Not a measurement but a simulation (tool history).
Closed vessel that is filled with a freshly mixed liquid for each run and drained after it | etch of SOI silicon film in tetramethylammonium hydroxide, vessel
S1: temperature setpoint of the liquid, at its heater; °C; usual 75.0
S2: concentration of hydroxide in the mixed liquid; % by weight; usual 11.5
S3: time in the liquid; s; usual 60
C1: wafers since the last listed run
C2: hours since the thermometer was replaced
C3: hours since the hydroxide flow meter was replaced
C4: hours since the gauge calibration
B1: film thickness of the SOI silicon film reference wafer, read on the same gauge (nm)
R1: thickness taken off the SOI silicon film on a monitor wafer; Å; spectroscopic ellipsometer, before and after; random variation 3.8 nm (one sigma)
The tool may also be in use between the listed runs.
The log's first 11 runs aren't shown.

run	hour	S1	S2	S3	C1	C2	C3	C4	B1	R1
12	319.9	72.0	11.5	60	1621	75.1	1659.7	849.6	130.00	4478.8
# hour 329.1: hydroxide flow meter replaced
13	339.9	72.0	11.5	60	1711	95.1	10.8	869.6	130.00	4815.2
14	369.6	75.0	11.5	60	2674	124.8	40.5	899.3	130.01	5668.1
15	404.5	75.0	11.5	60	3143	159.7	75.4	934.2	130.01	5636.5
16	424.9	75.0	11.5	60	1837	180.1	95.8	954.6	130.00	5619.6
17	444.1	72.5	11.5	90	1729	199.3	115.0	973.8	130.01	7430.7
18	470.6	75.0	11.5	60	2386	225.8	141.5	1000.3	129.98	5701.8
19	489.4	78.0	10.0	70	1693	244.6	160.3	1019.1	130.00	8225.2
20	501.7	82.0	8.0	70	1107	256.9	172.6	1031.4	130.01	11036.2
21	517.4	75.0	14.0	60	1413	272.6	188.3	1047.1	129.99	5178.4
# hour 520.9: gauge calibrated
22	541.9	69.0	9.5	60	2206	297.1	212.8	21.0	129.99	4248.9
23	559.5	82.5	11.5	60	1585	314.7	230.4	38.6	130.01	8567.2
24	573.3	75.0	11.5	80	1242	328.5	244.2	52.4	129.98	7581.1
25	600.7	70.0	12.5	30	2467	355.9	271.6	79.8	129.98	2023.2
26	616.7	75.0	11.5	60	1441	371.9	287.6	95.8	129.99	5692.3
27	629.1	75.0	11.5	60	1116	384.3	300.0	108.2	130.00	5683.2
28	646.8	67.5	11.5	90	1594	402.0	317.7	125.9	130.01	5468.1
29	681.5	69.0	8.5	60	3125	436.7	352.4	160.6	130.01	4494.5
30	717.4	78.5	13.0	60	3233	472.6	388.3	196.5	130.00	6487.4
31	734.9	69.5	10.0	40	1576	490.1	405.8	214.0	130.01	2859.8
32	767.7	71.0	13.5	90	2954	522.9	438.6	246.8	129.99	6226.1
33	779.9	75.0	11.5	60	1098	535.1	450.8	259.0	130.00	5686.9
34	802.6	71.5	14.0	30	2044	557.8	473.5	281.7	130.00	2098.1
35	836.2	75.0	13.0	30	3026	591.4	507.1	315.3	130.00	2674.7

3 ways to go on from here, each from the tool as it stands after run 35. What would each give?
A	836.9	80.5	11.5	60	63	592.1	507.8	316.0	?	?
B	836.9	75.0	11.5	45	63	592.1	507.8	316.0	?	?
C	836.9	78.0	12.5	60	63	592.1	507.8	316.0	?	?

run	B1	R1
A	130.01	7659.9
B	130.01	4218.7
C	130.01	6429.9
Without the tool's hidden state the same runs would have given:
run	R1
A	7785.0
B	4287.6
C	6548.2
